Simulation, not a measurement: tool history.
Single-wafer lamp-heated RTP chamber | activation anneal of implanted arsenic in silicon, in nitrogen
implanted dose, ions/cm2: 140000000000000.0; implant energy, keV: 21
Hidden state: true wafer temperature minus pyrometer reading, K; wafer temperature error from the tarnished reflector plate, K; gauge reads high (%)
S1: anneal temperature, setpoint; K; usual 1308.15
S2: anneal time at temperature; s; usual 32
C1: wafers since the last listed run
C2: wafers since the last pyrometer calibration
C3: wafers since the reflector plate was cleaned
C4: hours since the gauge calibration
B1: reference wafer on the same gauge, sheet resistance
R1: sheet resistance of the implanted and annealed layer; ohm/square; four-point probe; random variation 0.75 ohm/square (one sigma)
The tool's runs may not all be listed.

{"run": 1, "hour": 0.0, "S1": 1289.15, "S2": 32, "C1": 0, "C2": 444, "C3": 5547, "C4": 365, "B1": 466.02, "R1": 504.39}
{"run": 2, "hour": 90.5, "S1": 1308.15, "S2": 32, "C1": 715, "C2": 1159, "C3": 6262, "C4": 455.5, "B1": 465.79, "R1": 500.62}
{"run": 3, "hour": 115.0, "S1": 1308.15, "S2": 32, "C1": 193, "C2": 1353, "C3": 6456, "C4": 480, "B1": 465.83, "R1": 501.47}
{"run": 4, "hour": 128.2, "S1": 1308.15, "S2": 32, "C1": 104, "C2": 1457, "C3": 6560, "C4": 493.2, "B1": 465.96, "R1": 500.45}
{"run": 5, "hour": 163.8, "S1": 1308.15, "S2": 32, "C1": 281, "C2": 1739, "C3": 6842, "C4": 528.8, "B1": 465.81, "R1": 501.04}
{"run": 6, "hour": 184.0, "S1": 1308.15, "S2": 32, "C1": 159, "C2": 1898, "C3": 7001, "C4": 549, "B1": 465.8, "R1": 500.64}
{"run": 7, "hour": 196.8, "S1": 1308.15, "S2": 32, "C1": 101, "C2": 2000, "C3": 7103, "C4": 561.8, "B1": 466.07, "R1": 500.16}
{"hour": 207.5, "done": "gauge calibrated"}
{"run": 8, "hour": 214.5, "S1": 1285.15, "S2": 32, "C1": 139, "C2": 2140, "C3": 7243, "C4": 7, "B1": 466.15, "R1": 503.92}
{"run": 9, "hour": 241.8, "S1": 1285.15, "S2": 32, "C1": 215, "C2": 2355, "C3": 7458, "C4": 34.3, "B1": 465.74, "R1": 504.5}
{"run": 10, "hour": 273.4, "S1": 1328.15, "S2": 32, "C1": 249, "C2": 2605, "C3": 7708, "C4": 65.9, "B1": 466.13, "R1": 494.34}
{"run": 11, "hour": 338.4, "S1": 1308.15, "S2": 32, "C1": 513, "C2": 3119, "C3": 8222, "C4": 130.9, "B1": 466.15, "R1": 499.07}
{"hour": 370.4, "done": "pyrometer window cleaned and pyrometer calibrated"}
{"run": 12, "hour": 371.0, "S1": 1308.15, "S2": 32, "C1": 194, "C2": 4, "C3": 8417, "C4": 163.5, "B1": 465.9, "R1": 500.96}
{"run": 13, "hour": 383.5, "S1": 1279.15, "S2": 47, "C1": 98, "C2": 103, "C3": 8515, "C4": 176, "B1": 465.86, "R1": 504.3}
{"run": 14, "hour": 402.5, "S1": 1281.15, "S2": 15, "C1": 150, "C2": 253, "C3": 8666, "C4": 195, "B1": 465.99, "R1": 508.82}
{"run": 15, "hour": 433.2, "S1": 1308.15, "S2": 32, "C1": 242, "C2": 496, "C3": 8908, "C4": 225.7, "B1": 465.68, "R1": 500.63}
{"run": 16, "hour": 450.3, "S1": 1308.15, "S2": 32, "C1": 135, "C2": 631, "C3": 9043, "C4": 242.8, "B1": 465.94, "R1": 500.08}
{"run": 17, "hour": 480.3, "S1": 1308.15, "S2": 32, "C1": 237, "C2": 868, "C3": 9281, "C4": 272.8, "B1": 465.94, "R1": 500.99}
{"hour": 506.2, "done": "reflector plate cleaned"}
{"run": 18, "hour": 506.7, "S1": 1280.15, "S2": 23, "C1": 145, "C2": 1014, "C3": 3, "C4": 299.2, "B1": 465.96, "R1": 506.43}
{"run": 19, "hour": 518.5, "S1": 1335.15, "S2": 44, "C1": 93, "C2": 1107, "C3": 97, "C4": 311, "B1": 466.09, "R1": 489.73}
{"run": 20, "hour": 541.4, "S1": 1308.15, "S2": 32, "C1": 181, "C2": 1288, "C3": 278, "C4": 333.9, "B1": 466.08, "R1": 501.29}
{"run": 21, "hour": 569.8, "S1": 1332.15, "S2": 47, "C1": 224, "C2": 1513, "C3": 502, "C4": 362.3, "B1": 465.72, "R1": 489.14}
{"run": 22, "hour": 594.3, "S1": 1286.15, "S2": 32, "C1": 193, "C2": 1706, "C3": 696, "C4": 386.8, "B1": 466.2, "R1": 503.27}
{"run": 23, "hour": 622.0, "S1": 1336.15, "S2": 32, "C1": 218, "C2": 1925, "C3": 915, "C4": 414.5, "B1": 466.09, "R1": 491.48}
{"run": 24, "hour": 648.2, "S1": 1308.15, "S2": 32, "C1": 207, "C2": 2132, "C3": 1122, "C4": 440.7, "B1": 465.97, "R1": 499.78}

Measured less the same run without the tool's hidden state. The same run-to-run variation is in both; the gauge's scatter may not be:
run=1 R1=-0.06
run=2 R1=-0.34
run=3 R1=-0.45
run=4 R1=-0.51
run=5 R1=-0.72
run=6 R1=-0.85
run=7 R1=-0.93
run=8 R1=-0.72
run=9 R1=-0.87
run=10 R1=-2.13
run=11 R1=-2.34
run=12 R1=-0.25
run=13 R1=-0.19
run=14 R1=-0.09
run=15 R1=-0.3
run=16 R1=-0.34
run=17 R1=-0.42
run=18 R1=-0.24
run=19 R1=-0.99
run=20 R1=-0.66
run=21 R1=-1.43
run=22 R1=-0.65
run=23 R1=-1.71
run=24 R1=-1.35
